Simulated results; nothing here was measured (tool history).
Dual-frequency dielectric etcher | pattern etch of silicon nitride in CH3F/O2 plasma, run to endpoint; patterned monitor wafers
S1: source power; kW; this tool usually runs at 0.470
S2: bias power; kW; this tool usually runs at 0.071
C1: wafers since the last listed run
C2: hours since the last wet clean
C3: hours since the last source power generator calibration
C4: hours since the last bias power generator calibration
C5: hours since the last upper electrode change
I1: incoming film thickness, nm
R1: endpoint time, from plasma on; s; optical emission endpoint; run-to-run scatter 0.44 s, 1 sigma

run,hour,S1,S2,C1,C2,C3,C4,C5,I1,R1
1,0.0,0.470,0.071,0,259.7,1521.8,2839.6,1258.7,110.7,116.3
2,70.0,0.470,0.071,441,329.7,1591.8,2909.6,1328.7,111.1,115.8
3,133.4,0.470,0.082,399,393.1,1655.2,2973.0,1392.1,111.3,108.2
# hour 310.1: wet clean of the chamber
4,313.8,0.470,0.082,986,3.7,1835.6,3153.4,1572.5,112.0,112.0
5,389.1,0.470,0.082,474,79.0,1910.9,3228.7,1647.8,110.9,109.1
6,473.0,0.540,0.071,529,162.9,1994.8,3312.6,1731.7,111.7,109.5
7,528.3,0.490,0.085,348,218.2,2050.1,3367.9,1787.0,110.3,104.8
8,577.4,0.490,0.085,309,267.3,2099.2,3417.0,1836.1,111.1,104.3
9,632.0,0.470,0.071,344,321.9,2153.8,3471.6,1890.7,112.3,116.5
10,677.1,0.470,0.071,284,367.0,2198.9,3516.7,1935.8,111.0,115.2
11,754.5,0.470,0.071,488,444.4,2276.3,3594.1,2013.2,110.9,114.2
# hour 813.7: wet clean of the chamber
12,814.1,0.520,0.076,224,0.4,2335.9,3653.7,2072.8,111.5,108.8
13,887.7,0.470,0.071,464,74.0,2409.5,3727.3,2146.4,111.4,116.2
# hour 897.7: source power generator calibrated
14,986.3,0.470,0.071,596,172.6,88.6,3825.9,2245.0,110.7,114.9
15,1079.4,0.470,0.071,587,265.7,181.7,3919.0,2338.1,111.5,116.0
16,1177.8,0.470,0.071,620,364.1,280.1,4017.4,2436.5,110.4,113.6
17,1274.3,0.430,0.071,608,460.6,376.6,4113.9,2533.0,111.2,118.3
# hour 1314.0: upper electrode replaced
# hour 1329.8: wet clean of the chamber
18,1364.6,0.470,0.071,318,34.8,466.9,4204.2,50.6,111.5,116.9
19,1425.3,0.520,0.060,382,95.5,527.6,4264.9,111.3,110.3,118.2
20,1500.3,0.470,0.071,473,170.5,602.6,4339.9,186.3,111.5,116.2
21,1585.3,0.470,0.071,536,255.5,687.6,4424.9,271.3,111.4,115.6
22,1634.5,0.470,0.071,310,304.7,736.8,4474.1,320.5,110.9,114.9
23,1682.7,0.380,0.055,304,352.9,785.0,4522.3,368.7,112.2,144.6
# hour 1734.0: bias power generator calibrated
24,1748.1,0.420,0.080,387,418.3,850.4,14.1,434.1,111.3,114.6
25,1851.0,0.470,0.078,649,521.2,953.3,117.0,537.0,110.0,108.2
# hour 1894.4: wet clean of the chamber
26,2141.2,0.430,0.054,1679,246.8,1243.5,407.2,827.2,111.4,137.6
27,2234.2,0.400,0.071,586,339.8,1336.5,500.2,920.2,111.8,126.4
28,2309.5,0.370,0.071,474,415.1,1411.8,575.5,995.5,111.3,130.1
29,2408.7,0.470,0.071,625,514.3,1511.0,674.7,1094.7,111.2,115.1
# hour 2459.5: wet clean of the chamber
30,2495.9,0.430,0.054,398,36.4,1598.2,761.9,1181.9,110.6,136.3
31,2547.8,0.380,0.071,327,88.3,1650.1,813.8,1233.8,110.5,129.1
32,2670.6,0.510,0.078,774,211.1,1772.9,936.6,1356.6,110.3,106.1
33,2774.9,0.470,0.071,657,315.4,1877.2,1040.9,1460.9,111.5,114.9

Branching from run 33: 5 alternative next runs. What would each branch give?
A,2775.4,0.470,0.062,3,315.9,1877.7,1041.4,1461.4,110.6,?
B,2775.4,0.360,0.071,3,315.9,1877.7,1041.4,1461.4,110.6,?
C,2775.4,0.510,0.054,3,315.9,1877.7,1041.4,1461.4,110.6,?
D,2775.4,0.470,0.087,3,315.9,1877.7,1041.4,1461.4,110.6,?
E,2775.4,0.470,0.065,3,315.9,1877.7,1041.4,1461.4,110.6,?

run,R1
A,121.1
B,130.9
C,123.3
D,104.6
E,118.7
Had the tool no hidden state, the same runs would have come out as:
run,R1
A,123.7
B,133.7
C,125.9
D,106.8
E,121.2

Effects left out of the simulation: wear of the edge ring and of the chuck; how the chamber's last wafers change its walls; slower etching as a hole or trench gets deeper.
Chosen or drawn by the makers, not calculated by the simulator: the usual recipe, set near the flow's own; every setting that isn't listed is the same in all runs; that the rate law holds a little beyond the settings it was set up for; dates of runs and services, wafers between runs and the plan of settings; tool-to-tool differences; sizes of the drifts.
